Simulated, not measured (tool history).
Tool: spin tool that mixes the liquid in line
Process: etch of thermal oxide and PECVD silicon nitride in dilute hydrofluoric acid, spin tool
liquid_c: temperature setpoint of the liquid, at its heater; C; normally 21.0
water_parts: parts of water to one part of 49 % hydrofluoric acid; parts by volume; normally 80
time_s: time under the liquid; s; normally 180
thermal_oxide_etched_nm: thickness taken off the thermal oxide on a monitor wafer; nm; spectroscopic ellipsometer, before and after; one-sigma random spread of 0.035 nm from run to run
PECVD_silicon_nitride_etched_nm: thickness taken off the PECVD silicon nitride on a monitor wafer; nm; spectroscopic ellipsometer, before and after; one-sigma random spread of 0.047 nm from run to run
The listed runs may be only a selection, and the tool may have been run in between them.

| run | day | liquid_c | water_parts | time_s | read-back film thickness of the thermal oxide reference wafer, read on the same gauge (nm) | read-back film thickness of the PECVD silicon nitride reference wafer, read on the same gauge (nm) | thermal_oxide_etched_nm | PECVD_silicon_nitride_etched_nm |
|---|---|---|---|---|---|---|---|---|
| 1 | 0.000 | 21.0 | 80 | 180 | 130.04 | 70.02 | 9.74 | 6.25 |
| 2 | 1.079 | 21.0 | 80 | 180 | 130.00 | 70.00 | 9.69 | 6.19 |
| 3 | 3.992 | 21.0 | 80 | 180 | 129.97 | 69.97 | 9.65 | 6.20 |
| 4 | 6.312 | 21.0 | 80 | 205 | 130.02 | 69.96 | 11.05 | 7.01 |
| 5 | 7.475 | 21.0 | 80 | 220 | 130.04 | 69.97 | 11.92 | 7.67 |
|  | 8.188 | hydrofluoric acid flow meter replaced |
| 6 | 8.675 | 21.0 | 80 | 180 | 130.07 | 70.01 | 9.43 | 6.08 |
| 7 | 10.121 | 21.0 | 80 | 180 | 130.02 | 69.98 | 9.49 | 6.09 |
| 8 | 12.396 | 21.0 | 80 | 180 | 130.01 | 69.97 | 9.51 | 6.09 |
| 9 | 14.188 | 24.5 | 80 | 180 | 129.95 | 69.99 | 11.02 | 7.65 |
| 10 | 16.833 | 24.5 | 80 | 180 | 129.99 | 70.01 | 10.98 | 7.73 |
| 11 | 17.888 | 18.0 | 80 | 120 | 129.98 | 70.00 | 5.61 | 3.35 |
|  | 18.650 | thermometer replaced |
| 12 | 20.304 | 21.0 | 40 | 245 | 130.03 | 70.00 | 27.42 | 16.61 |
| 13 | 22.221 | 19.5 | 70 | 80 | 129.99 | 69.98 | 4.62 | 2.83 |
| 14 | 24.496 | 24.0 | 100 | 180 | 130.05 | 70.00 | 8.51 | 6.05 |
|  | 25.254 | gauge calibrated |
| 15 | 26.554 | 21.0 | 100 | 180 | 130.01 | 70.00 | 7.55 | 4.97 |
| 16 | 29.225 | 17.0 | 65 | 80 | 130.04 | 70.01 | 4.54 | 2.53 |
| 17 | 32.158 | 21.0 | 70 | 245 | 130.01 | 69.99 | 15.32 | 9.67 |
| 18 | 34.850 | 19.0 | 80 | 225 | 130.04 | 70.02 | 11.25 | 6.75 |
|  | 34.958 | hydrofluoric acid flow meter replaced |
| 19 | 37.421 | 21.0 | 80 | 180 | 130.01 | 70.02 | 9.47 | 6.04 |
| 20 | 39.421 | 22.5 | 50 | 275 | 129.99 | 70.02 | 25.53 | 16.27 |
| 21 | 40.800 | 21.0 | 80 | 180 | 130.04 | 70.02 | 9.54 | 6.19 |
| 22 | 42.900 | 21.0 | 80 | 180 | 129.98 | 70.03 | 9.57 | 6.21 |
| 23 | 44.317 | 17.5 | 115 | 110 | 129.96 | 70.01 | 3.37 | 2.08 |
| 24 | 46.950 | 17.0 | 50 | 180 | 129.99 | 70.00 | 13.47 | 7.41 |
| 25 | 49.575 | 21.0 | 80 | 250 | 130.05 | 70.03 | 13.29 | 8.60 |
| 26 | 51.846 | 22.5 | 110 | 135 | 130.03 | 69.99 | 5.41 | 3.75 |
| 27 | 53.800 | 24.0 | 80 | 180 | 130.02 | 69.96 | 10.92 | 7.64 |

Run-by-run hidden state of the tool:
liquid hotter than its thermometer reads (K): 0 across all the runs
gauge reads high (%): 0 across all the runs
H1: hydrofluoric acid flow above the setpoint (%)
| run | H1 |
|---|---|
| 1 | 2.27 |
| 2 | 2.39 |
| 3 | 2.71 |
| 4 | 2.96 |
| 5 | 3.09 |
| 6 | 0.222 |
| 7 | 0.38 |
| 8 | 0.628 |
| 9 | 0.823 |
| 10 | 1.11 |
| 11 | 1.23 |
| 12 | 1.49 |
| 13 | 1.7 |
| 14 | 1.95 |
| 15 | 2.17 |
| 16 | 2.46 |
| 17 | 2.78 |
| 18 | 3.08 |
| 19 | 0.439 |
| 20 | 0.657 |
| 21 | 0.808 |
| 22 | 1.04 |
| 23 | 1.19 |
| 24 | 1.48 |
| 25 | 1.76 |
| 26 | 2.01 |
| 27 | 2.22 |
